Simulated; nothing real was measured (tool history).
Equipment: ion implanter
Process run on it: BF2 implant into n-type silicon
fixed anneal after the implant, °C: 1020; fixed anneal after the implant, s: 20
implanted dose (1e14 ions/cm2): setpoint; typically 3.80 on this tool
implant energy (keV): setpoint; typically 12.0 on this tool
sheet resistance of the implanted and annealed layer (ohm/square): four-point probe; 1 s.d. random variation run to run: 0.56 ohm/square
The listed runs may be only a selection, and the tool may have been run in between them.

run    hour  implanted dose (1e14 ions/cm2)  implant energy (keV)  wafers since the last listed run  hours since the last dose calibration  hours since the extraction supply was calibrated  hours since the gauge calibration  read-back reference wafer on the same gauge, sheet resistance  sheet resistance of the implanted and annealed layer (ohm/square)
  1     0.0                            3.80                  12.0                                 0                                 1496.8                                             958.9                              793.4                                                         399.25                                                             357.99
  2    58.4                            3.80                  12.0                               829                                 1555.2                                            1017.3                              851.8                                                         398.72                                                             357.12
  3    90.7                            3.80                  12.0                               458                                 1587.5                                            1049.6                              884.1                                                         399.08                                                             357.62
  4   160.8                            3.80                  14.0                               995                                 1657.6                                            1119.7                              954.2                                                         399.28                                                             347.78
      171.6  -- Faraday cup replaced and dose calibrated
  5   208.4                            3.80                  14.0                               562                                   36.8                                            1167.3                             1001.8                                                         399.09                                                             344.95
  6   235.0                            3.80                  12.0                               377                                   63.4                                            1193.9                             1028.4                                                         399.15                                                             354.56
  7   263.7                            3.80                  12.0                               407                                   92.1                                            1222.6                             1057.1                                                         398.98                                                             353.74
  8   307.6                            3.80                  12.0                               623                                  136.0                                            1266.5                             1101.0                                                         398.83                                                             353.72
  9   333.5                            4.20                  12.0                               367                                  161.9                                            1292.4                             1126.9                                                         399.28                                                             330.07
 10   392.4                            4.14                  12.0                               836                                  220.8                                            1351.3                             1185.8                                                         399.03                                                             334.42
 11   429.6                            3.80                  12.0                               528                                  258.0                                            1388.5                             1223.0                                                         399.24                                                             353.72
 12   494.2                            3.80                  12.0                               917                                  322.6                                            1453.1                             1287.6                                                         399.02                                                             354.13
 13   526.5                            3.80                  12.0                               458                                  354.9                                            1485.4                             1319.9                                                         399.13                                                             353.66
 14   557.6                            3.80                  12.0                               441                                  386.0                                            1516.5                             1351.0                                                         398.86                                                             354.34
 15   589.5                            3.80                  12.0                               453                                  417.9                                            1548.4                             1382.9                                                         399.23                                                             354.43
      603.6  -- gauge calibrated
 16   793.1                            2.95                  15.5                              2891                                  621.5                                            1752.0                              189.5                                                         399.13                                                             413.64
 17   853.9                            3.12                  13.0                               863                                  682.3                                            1812.8                              250.3                                                         398.81                                                             404.99
 18   904.9                            3.80                  12.0                               724                                  733.3                                            1863.8                              301.3                                                         398.82                                                             354.12
 19   937.0                            3.24                  14.5                               455                                  765.4                                            1895.9                              333.4                                                         399.05                                                             387.20
 20   969.1                            3.80                  12.0                               455                                  797.5                                            1928.0                              365.5                                                         399.12                                                             353.79
 21  1022.4                            4.18                  13.5                               756                                  850.8                                            1981.3                              418.8                                                         398.86                                                             324.29
 22  1072.8                            4.78                  12.0                               715                                  901.2                                            2031.7                              469.2                                                         398.80                                                             304.88
     1111.0  -- extraction supply calibrated
 23  1111.8                            3.38                  10.5                               440                                  940.2                                               0.8                              508.2                                                         398.99                                                             398.78
 24  1146.6                            2.69                  10.5                               494                                  975.0                                              35.6                              543.0                                                         399.22                                                             473.47
 25  1208.6                            4.79                  12.0                               880                                 1037.0                                              97.6                              605.0                                                         399.31                                                             306.72
 26  1274.5                            2.74                  13.0                               935                                 1102.9                                             163.5                              670.9                                                         398.71                                                             451.48
 27  1325.0                            2.66                  13.0                               717                                 1153.4                                             214.0                              721.4                                                         399.00                                                             464.07
 28  1351.2                            3.80                   8.0                               372                                 1179.6                                             240.2                              747.6                                                         399.13                                                             394.65
 29  1398.5                            3.80                  12.0                               671                                 1226.9                                             287.5                              794.9                                                         399.06                                                             358.46
 30  1451.7                            3.05                  10.5                               755                                 1280.1                                             340.7                              848.1                                                         399.25                                                             431.08
 31  1497.2                            3.80                  12.0                               646                                 1325.6                                             386.2                              893.6                                                         398.57                                                             358.58
 32  1553.2                            2.88                   9.0                               795                                 1381.6                                             442.2                              949.6                                                         399.28                                                             462.86
 33  1619.9                            4.87                  10.0                               947                                 1448.3                                             508.9                             1016.3                                                         399.11                                                             319.17
 34  1677.0                            3.25                  15.0                               810                                 1505.4                                             566.0                             1073.4                                                         398.69                                                             389.30
 35  1704.5                            3.80                  12.0                               390                                 1532.9                                             593.5                             1100.9                                                         398.92                                                             358.60
     1732.7  -- gauge calibrated
 36  1757.7                            3.80                  12.0                               755                                 1586.1                                             646.7                               25.0                                                         399.22                                                             360.66

What the log doesn't show, run by run:
gauge reads high (%): 0 on each run
H1: deviation of the true dose from the Faraday cup's reading, %
H2: deviation of the true energy from its setpoint, %
run      H1      H2
  1   -1.27    2.48
  2   -1.41    2.57
  3   -1.48    2.62
  4   -1.65    2.71
  5  -0.178    2.77
  6   -0.18     2.8
  7  -0.183    2.84
  8   -0.19    2.89
  9  -0.196    2.91
 10  -0.213    2.97
 11  -0.226    3.01
 12  -0.254    3.07
 13   -0.27    3.09
 14  -0.287    3.12
 15  -0.306    3.14
 16  -0.463    3.28
 17  -0.522    3.31
 18  -0.576    3.34
 19  -0.611    3.36
 20  -0.649    3.37
 21  -0.714     3.4
 22  -0.779    3.42
 23  -0.833  -0.603
 24  -0.882  -0.424
 25  -0.975  -0.123
 26   -1.08   0.172
 27   -1.16   0.383
 28   -1.21   0.487
 29   -1.29   0.666
 30   -1.39   0.855
 31   -1.48    1.01
 32   -1.59    1.18
 33   -1.73    1.38
 34   -1.86    1.53
 35   -1.92     1.6
 36   -2.04    1.73
